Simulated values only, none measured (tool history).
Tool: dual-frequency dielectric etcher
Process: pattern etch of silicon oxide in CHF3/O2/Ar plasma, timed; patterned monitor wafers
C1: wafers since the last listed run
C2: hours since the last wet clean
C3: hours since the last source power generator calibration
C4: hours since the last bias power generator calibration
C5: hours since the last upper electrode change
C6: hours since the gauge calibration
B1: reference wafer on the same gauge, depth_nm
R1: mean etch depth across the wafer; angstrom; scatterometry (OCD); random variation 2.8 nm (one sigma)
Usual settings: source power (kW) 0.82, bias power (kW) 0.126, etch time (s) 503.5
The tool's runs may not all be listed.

run 1 day=0 | source_power_(kW)=0.74 bias_power_(kW)=0.126 etch_time_(s)=503.5 | C1=0 C2=170.3 C3=2689.8 C4=2157.4 C5=2684 C6=860.4 | B1=924.5 | R1=9244
run 2 day=2.692 | source_power_(kW)=0.74 bias_power_(kW)=0.126 etch_time_(s)=503.5 | C1=209 C2=234.9 C3=2754.4 C4=2222 C5=2748.6 C6=925 | B1=924.1 | R1=9242
-- day=8.154 wet clean of the chamber
run 3 day=14.204 | source_power_(kW)=0.74 bias_power_(kW)=0.126 etch_time_(s)=503.5 | C1=819 C2=145.2 C3=3030.7 C4=2498.3 C5=3024.9 C6=1201.3 | B1=919.5 | R1=9125
run 4 day=15.933 | source_power_(kW)=0.67 bias_power_(kW)=0.126 etch_time_(s)=592.5 | C1=134 C2=186.7 C3=3072.2 C4=2539.8 C5=3066.4 C6=1242.8 | B1=917.9 | R1=10491
-- day=17.442 source power generator calibrated
run 5 day=18.033 | source_power_(kW)=0.67 bias_power_(kW)=0.126 etch_time_(s)=592.5 | C1=150 C2=237.1 C3=14.2 C4=2590.2 C5=3116.8 C6=1293.2 | B1=916.6 | R1=10489
-- day=22.733 wet clean of the chamber
run 6 day=22.754 | source_power_(kW)=0.67 bias_power_(kW)=0.126 etch_time_(s)=592.5 | C1=289 C2=0.5 C3=127.5 C4=2703.5 C5=3230.1 C6=1406.5 | B1=914.9 | R1=10435
-- day=24.125 gauge calibrated
run 7 day=25.025 | source_power_(kW)=0.82 bias_power_(kW)=0.145 etch_time_(s)=503.5 | C1=176 C2=55 C3=182 C4=2758 C5=3284.6 C6=21.6 | B1=932.3 | R1=10103
-- day=26.579 bias power generator calibrated
run 8 day=28.8 | source_power_(kW)=0.82 bias_power_(kW)=0.145 etch_time_(s)=503.5 | C1=281 C2=145.6 C3=272.6 C4=53.3 C5=3375.2 C6=112.2 | B1=930.2 | R1=10064
run 9 day=31.492 | source_power_(kW)=0.92 bias_power_(kW)=0.15 etch_time_(s)=503.5 | C1=209 C2=210.2 C3=337.2 C4=117.9 C5=3439.8 C6=176.8 | B1=928.9 | R1=10536
run 10 day=34.992 | source_power_(kW)=0.82 bias_power_(kW)=0.126 etch_time_(s)=406 | C1=272 C2=294.2 C3=421.2 C4=201.9 C5=3523.8 C6=260.8 | B1=926.7 | R1=7679
-- day=37.146 wet clean of the chamber
run 11 day=38.962 | source_power_(kW)=0.67 bias_power_(kW)=0.126 etch_time_(s)=592.5 | C1=231 C2=43.6 C3=516.5 C4=297.2 C5=3619.1 C6=356.1 | B1=925 | R1=10528
run 12 day=41.25 | source_power_(kW)=0.82 bias_power_(kW)=0.126 etch_time_(s)=503.5 | C1=178 C2=98.5 C3=571.4 C4=352.1 C5=3674 C6=411 | B1=924.9 | R1=9484
-- day=43.433 upper electrode replaced
run 13 day=43.908 | source_power_(kW)=0.82 bias_power_(kW)=0.126 etch_time_(s)=503.5 | C1=129 C2=162.3 C3=635.2 C4=415.9 C5=11.4 C6=474.8 | B1=921.9 | R1=9450
run 14 day=47.338 | source_power_(kW)=0.82 bias_power_(kW)=0.146 etch_time_(s)=503.5 | C1=267 C2=244.6 C3=717.5 C4=498.2 C5=93.7 C6=557.1 | B1=921.4 | R1=9992
run 15 day=49 | source_power_(kW)=0.82 bias_power_(kW)=0.102 etch_time_(s)=503.5 | C1=129 C2=284.5 C3=757.4 C4=538.1 C5=133.6 C6=597 | B1=921.2 | R1=8812
run 16 day=52.792 | source_power_(kW)=0.82 bias_power_(kW)=0.126 etch_time_(s)=367.5 | C1=295 C2=375.5 C3=848.4 C4=629.1 C5=224.6 C6=688 | B1=919.2 | R1=6904
-- day=54.258 wet clean of the chamber
run 17 day=54.308 | source_power_(kW)=0.62 bias_power_(kW)=0.154 etch_time_(s)=360.5 | C1=40 C2=1.2 C3=884.8 C4=665.5 C5=261 C6=724.4 | B1=918.1 | R1=6684

Run 18 comes next. What will it give?
run 18 day=56.804 | source_power_(kW)=1 bias_power_(kW)=0.126 etch_time_(s)=503.5 | C1=194 C2=61.1 C3=944.7 C4=725.4 C5=320.9 C6=784.3 | B1=? | R1=?

Run 18 gave B1 918.8, R1 10054 angstrom.
Without the tool's hidden state the same run would have given R1 10265 angstrom.

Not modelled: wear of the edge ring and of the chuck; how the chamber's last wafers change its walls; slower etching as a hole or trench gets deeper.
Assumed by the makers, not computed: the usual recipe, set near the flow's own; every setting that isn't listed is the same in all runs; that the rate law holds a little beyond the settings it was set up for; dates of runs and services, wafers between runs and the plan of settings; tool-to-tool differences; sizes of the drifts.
